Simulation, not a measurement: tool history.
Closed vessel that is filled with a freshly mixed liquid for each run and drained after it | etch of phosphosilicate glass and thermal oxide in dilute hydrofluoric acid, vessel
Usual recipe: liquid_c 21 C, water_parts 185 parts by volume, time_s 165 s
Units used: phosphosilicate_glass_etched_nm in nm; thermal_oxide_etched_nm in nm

run	hour	liquid_c	water_parts	time_s	wafers since the last listed run	hours since the thermometer was replaced	hours since the hydrofluoric acid flow meter was replaced	hours since the gauge calibration	read-back film thickness of the phosphosilicate glass reference wafer, read on the same gauge (nm)	read-back film thickness of the thermal oxide reference wafer, read on the same gauge (nm)	phosphosilicate_glass_etched_nm	thermal_oxide_etched_nm
1	0	21	185	165	0	2038.5	893.8	224	110	129.975	44.04	2.841
2	13.8	21	185	165	1530	2052.3	907.6	237.8	110	129.998	45.11	2.789
3	25.4	22.5	210	165	1286	2063.9	919.2	249.4	109.99	129.979	40.32	2.554
4	35.3	21	165	165	1097	2073.8	929.1	259.3	110	130.023	49.97	3.203
5	43.8	21	165	165	942	2082.3	937.6	267.8	109.99	130.002	50.05	3.243
6	54.8	21	165	165	1219	2093.3	948.6	278.8	110	129.967	50.11	3.204
7	61.5	21	185	165	742	2100	955.3	285.5	110	130.003	43.17	2.814
8	71.5	21	185	165	1108	2110	965.3	295.5	110	129.994	43.92	2.815
9	78	21	185	165	720	2116.5	971.8	302	110	129.972	43.52	2.78
10	95.5	21	185	165	1940	2134	989.3	319.5	109.99	130.03	43.66	2.793
# hour 102.4: hydrofluoric acid flow meter replaced
11	109.5	21	250	260	1441	2148	7.1	333.5	109.99	129.996	55.97	3.586
12	116.1	17	220	195	731	2154.6	13.7	340.1	110.01	129.981	43.04	2.701
13	133.5	17	185	85	1929	2172	31.1	357.5	109.99	130.004	22.22	1.431
14	141.6	17	185	165	898	2180.1	39.2	365.6	110	129.973	43.87	2.772
15	154.4	21	220	165	1419	2192.9	52	378.4	110.01	129.991	40.86	2.656
16	164.4	21	185	165	1108	2202.9	62	388.4	110	129.997	50.93	3.254
17	174.9	17.5	185	165	1164	2213.4	72.5	398.9	110.02	130.004	44.29	2.838
18	188.1	21	120	210	1463	2226.6	85.7	412.1	110	129.991	106.87	6.861
# hour 194.2: thermometer replaced
19	198.1	21	210	260	997	3.9	95.7	422.1	109.99	130.008	68.08	4.369
# hour 205.4: gauge calibrated
20	212.4	17	185	75	1585	18.2	110	7	109.99	129.988	19.66	1.262
21	226.3	24	210	165	1541	32.1	123.9	20.9	110.01	130.025	48.63	3.086
22	242.9	22.5	210	165	1840	48.7	140.5	37.5	110.01	130.013	45.83	2.911
23	260.9	21	185	165	1995	66.7	158.5	55.5	110	129.985	50.23	3.24
24	272.4	25	265	205	1275	78.2	170	67	110	130.004	46.16	2.942
25	287.6	23	185	165	1685	93.4	185.2	82.2	110	130.007	53.58	3.473

4 ways to go on from here, each from the tool as it stands after run 25. What would each give?
A	288.3	18.5	185	165	77	94.1	185.9	82.9	?	?	?	?
B	288.3	17	185	225	77	94.1	185.9	82.9	?	?	?	?
C	288.3	21	135	165	77	94.1	185.9	82.9	?	?	?	?
D	288.3	19.5	185	165	77	94.1	185.9	82.9	?	?	?	?

run	read-back film thickness of the phosphosilicate glass reference wafer, read on the same gauge (nm)	read-back film thickness of the thermal oxide reference wafer, read on the same gauge (nm)	phosphosilicate_glass_etched_nm	thermal_oxide_etched_nm
A	110	130.01	45.32	2.864
B	110	130.01	58.22	3.679
C	110	130.01	72.28	4.567
D	110	130.01	47.13	2.978
The same runs, with their run-to-run variation unchanged, on a tool lacking any hidden condition would have given:
run	phosphosilicate_glass_etched_nm	thermal_oxide_etched_nm
A	47.92	3.028
B	61.55	3.889
C	76.32	4.823
D	49.84	3.15
